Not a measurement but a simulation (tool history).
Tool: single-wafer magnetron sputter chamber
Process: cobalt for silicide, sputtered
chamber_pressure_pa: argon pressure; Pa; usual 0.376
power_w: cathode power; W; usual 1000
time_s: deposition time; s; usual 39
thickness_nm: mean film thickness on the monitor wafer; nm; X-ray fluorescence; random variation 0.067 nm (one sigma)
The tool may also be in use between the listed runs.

run   hour  chamber_pressure_pa  power_w  time_s  read-back reference wafer on the same gauge, thickness_nm  thickness_nm
  1      0                0.376     1000    44.7                                                     16.905        21.972
  2   47.8                0.376     1000      39                                                     16.919        19.036
  3   86.9                0.376     1000      39                                                       16.9        18.874
  4  143.2                0.376     1000      39                                                     16.905        18.918
  5  168.9                0.376     1100    44.2                                                     16.914        23.432
  6  201.3                0.376     1100    44.2                                                     16.909        23.433
  7  252.9                0.376     1100    44.2                                                     16.907         23.42
     272.2  -- sputter target and shields replaced
  8  312.2                0.376     1000      39                                                     16.885        19.008
  9  354.6                0.376     1000      39                                                     16.901        18.941
 10  401.4                0.376     1000      39                                                      16.91        18.881
     460.1  -- magnet pack replaced
 11  495.2                0.376     1000      39                                                     16.896        18.732
 12    562                0.376     1000      39                                                     16.909        18.684
     575.3  -- sputter target and shields replaced
     608.9  -- capacitance manometer re-zeroed and calibrated
 13  620.4                0.376     1000      39                                                     16.913        19.031
 14    646                0.376     1000      39                                                     16.904        19.066
 15  716.1                0.376     1000    44.1                                                     16.916        21.473
 16  777.1                0.376     1200    35.6                                                     16.898          20.8
 17  821.7                0.376     1000      39                                                     16.882        18.778
     850.1  -- sputter target and shields replaced
 18  865.3                0.376     1150      39                                                     16.889         21.74
 19  897.7                0.306     1150      39                                                     16.888        22.176

Run 20 comes next. What will it give?
     907.2  -- gauge calibrated
 20  952.3                0.376     1000      39                                                          ?             ?

read-back reference wafer on the same gauge, thickness_nm: 16.903
thickness_nm: 18.976 nm
Without the tool's hidden state the same run would have given thickness_nm 19.035 nm.
